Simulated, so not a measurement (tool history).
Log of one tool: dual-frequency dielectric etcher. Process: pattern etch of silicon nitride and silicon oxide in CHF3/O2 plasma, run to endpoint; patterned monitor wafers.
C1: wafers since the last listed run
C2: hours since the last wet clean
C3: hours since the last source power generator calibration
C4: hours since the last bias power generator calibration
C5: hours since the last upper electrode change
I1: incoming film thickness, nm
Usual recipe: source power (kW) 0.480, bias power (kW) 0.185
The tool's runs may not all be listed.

Run 1, hour 0.0: usual settings; C1 0; C2 0.5; C3 3855.4; C4 3246.7; C5 4473.3; I1 207.4. Result: endpoint time (s) 161.2.
Run 2, hour 4.5: usual settings; C1 36; C2 5.0; C3 3859.9; C4 3251.2; C5 4477.8; I1 205.1. Result: endpoint time (s) 161.8.
Run 3, hour 38.3: usual settings; C1 272; C2 38.8; C3 3893.7; C4 3285.0; C5 4511.6; I1 206.3. Result: endpoint time (s) 162.4.
Run 4, hour 72.5: usual settings; C1 275; C2 73.0; C3 3927.9; C4 3319.2; C5 4545.8; I1 206.9. Result: endpoint time (s) 162.5.
Run 5, hour 101.0: usual settings; C1 229; C2 101.5; C3 3956.4; C4 3347.7; C5 4574.3; I1 208.0. Result: endpoint time (s) 163.5.
Run 6, hour 114.9: usual settings; C1 112; C2 115.4; C3 3970.3; C4 3361.6; C5 4588.2; I1 207.3. Result: endpoint time (s) 162.0.
Run 7, hour 148.4: usual settings but source power (kW) 0.450, bias power (kW) 0.165; C1 270; C2 148.9; C3 4003.8; C4 3395.1; C5 4621.7; I1 205.4. Result: endpoint time (s) 170.6.
Run 8, hour 165.5: usual settings but source power (kW) 0.450, bias power (kW) 0.165; C1 137; C2 166.0; C3 4020.9; C4 3412.2; C5 4638.8; I1 206.7. Result: endpoint time (s) 169.0.
Run 9, hour 180.2: usual settings; C1 118; C2 180.7; C3 4035.6; C4 3426.9; C5 4653.5; I1 207.5. Result: endpoint time (s) 164.4.
Run 10, hour 214.0: usual settings; C1 272; C2 214.5; C3 4069.4; C4 3460.7; C5 4687.3; I1 204.3. Result: endpoint time (s) 160.2.
Run 11, hour 227.3: usual settings; C1 107; C2 227.8; C3 4082.7; C4 3474.0; C5 4700.6; I1 206.1. Result: endpoint time (s) 161.9.
Run 12, hour 251.0: usual settings; C1 191; C2 251.5; C3 4106.4; C4 3497.7; C5 4724.3; I1 205.9. Result: endpoint time (s) 163.3.
Run 13, hour 273.5: usual settings but source power (kW) 0.540, bias power (kW) 0.221; C1 181; C2 274.0; C3 4128.9; C4 3520.2; C5 4746.8; I1 206.9. Result: endpoint time (s) 152.8.
Run 14, hour 287.2: usual settings; C1 110; C2 287.7; C3 4142.6; C4 3533.9; C5 4760.5; I1 205.6. Result: endpoint time (s) 165.0.
Run 15, hour 318.9: usual settings but source power (kW) 0.380, bias power (kW) 0.154; C1 255; C2 319.4; C3 4174.3; C4 3565.6; C5 4792.2; I1 205.9. Result: endpoint time (s) 178.9.
Run 16, hour 346.3: usual settings but source power (kW) 0.590, bias power (kW) 0.197; C1 221; C2 346.8; C3 4201.7; C4 3593.0; C5 4819.6; I1 206.8. Result: endpoint time (s) 151.1.
Run 17, hour 368.8: usual settings but source power (kW) 0.370, bias power (kW) 0.215; C1 181; C2 369.3; C3 4224.2; C4 3615.5; C5 4842.1; I1 204.9. Result: endpoint time (s) 164.8.
At hour 401.0: wet clean of the chamber.
Run 18, hour 401.5: usual settings but source power (kW) 0.560, bias power (kW) 0.216; C1 70; C2 0.5; C3 4256.9; C4 3648.2; C5 4874.8; I1 206.4. Result: endpoint time (s) 152.1.
Run 19, hour 408.9: usual settings but source power (kW) 0.550, bias power (kW) 0.148; C1 59; C2 7.9; C3 4264.3; C4 3655.6; C5 4882.2; I1 205.8. Result: endpoint time (s) 166.3.
Run 20, hour 425.2: usual settings but source power (kW) 0.450, bias power (kW) 0.225; C1 131; C2 24.2; C3 4280.6; C4 3671.9; C5 4898.5; I1 208.9. Result: endpoint time (s) 157.5.
Run 21, hour 438.8: usual settings; C1 109; C2 37.8; C3 4294.2; C4 3685.5; C5 4912.1; I1 208.4. Result: endpoint time (s) 164.4.
Run 22, hour 461.9: usual settings; C1 186; C2 60.9; C3 4317.3; C4 3708.6; C5 4935.2; I1 208.0. Result: endpoint time (s) 163.0.
Run 23, hour 477.6: usual settings but source power (kW) 0.370, bias power (kW) 0.172; C1 126; C2 76.6; C3 4333.0; C4 3724.3; C5 4950.9; I1 205.9. Result: endpoint time (s) 174.2.
At hour 499.6: source power generator calibrated.
Run 24, hour 500.3: usual settings but source power (kW) 0.520, bias power (kW) 0.230; C1 150; C2 99.3; C3 0.7; C4 3747.0; C5 4973.6; I1 205.0. Result: endpoint time (s) 149.3.
At hour 537.7: upper electrode replaced.
Run 25, hour 538.2: usual settings but source power (kW) 0.370, bias power (kW) 0.223; C1 112; C2 137.2; C3 38.6; C4 3784.9; C5 0.5; I1 208.8. Result: endpoint time (s) 167.6.
Run 26, hour 548.8: usual settings but source power (kW) 0.590; C1 85; C2 147.8; C3 49.2; C4 3795.5; C5 11.1; I1 207.6. Result: endpoint time (s) 156.5.
At hour 569.1: bias power generator calibrated.
Run 27, hour 569.6: usual settings but source power (kW) 0.590, bias power (kW) 0.207; C1 135; C2 168.6; C3 70.0; C4 0.5; C5 31.9; I1 208.2. Result: endpoint time (s) 150.8.
Run 28, hour 589.1: usual settings but source power (kW) 0.570, bias power (kW) 0.164; C1 157; C2 188.1; C3 89.5; C4 20.0; C5 51.4; I1 207.7. Result: endpoint time (s) 159.4.
Run 29, hour 609.8: usual settings but source power (kW) 0.530, bias power (kW) 0.197; C1 166; C2 208.8; C3 110.2; C4 40.7; C5 72.1; I1 205.3. Result: endpoint time (s) 158.2.
Run 30, hour 638.3: usual settings but source power (kW) 0.410, bias power (kW) 0.230; C1 229; C2 237.3; C3 138.7; C4 69.2; C5 100.6; I1 207.7. Result: endpoint time (s) 162.9.
Run 31, hour 651.8: usual settings but bias power (kW) 0.220; C1 108; C2 250.8; C3 152.2; C4 82.7; C5 114.1; I1 205.9. Result: endpoint time (s) 157.1.
Run 32, hour 679.1: usual settings but source power (kW) 0.420, bias power (kW) 0.198; C1 220; C2 278.1; C3 179.5; C4 110.0; C5 141.4; I1 207.0. Result: endpoint time (s) 165.1.
Run 33, hour 710.6: usual settings but bias power (kW) 0.209; C1 254; C2 309.6; C3 211.0; C4 141.5; C5 172.9; I1 206.9. Result: endpoint time (s) 159.1.
Run 34, hour 740.5: usual settings but source power (kW) 0.580, bias power (kW) 0.168; C1 241; C2 339.5; C3 240.9; C4 171.4; C5 202.8; I1 204.9. Result: endpoint time (s) 157.8.
At hour 785.4: wet clean of the chamber.
Run 35, hour 785.9: usual settings but source power (kW) 0.570; C1 172; C2 0.5; C3 286.3; C4 216.8; C5 248.2; I1 205.8. Result: endpoint time (s) 155.2.
Run 36, hour 799.8: usual settings but source power (kW) 0.520, bias power (kW) 0.230; C1 112; C2 14.4; C3 300.2; C4 230.7; C5 262.1; I1 206.0. Result: endpoint time (s) 151.3.

How the hidden state differs across the entries between the runs, from the last listed run before each to the first after it:
In the gap between runs 17 and 18: wet clean of the chamber (hour 401.0)
  nothing in the hidden state changes from one run to the other
In the gap between runs 23 and 24: source power generator calibrated (hour 499.6)
  nothing in the hidden state changes from one run to the other
In the gap between runs 24 and 25: upper electrode replaced (hour 537.7)
  nothing in the hidden state changes from one run to the other
In the gap between runs 26 and 27: bias power generator calibrated (hour 569.1)
  nothing in the hidden state changes from one run to the other
In the gap between runs 34 and 35: wet clean of the chamber (hour 785.4)
  nothing in the hidden state changes from one run to the other
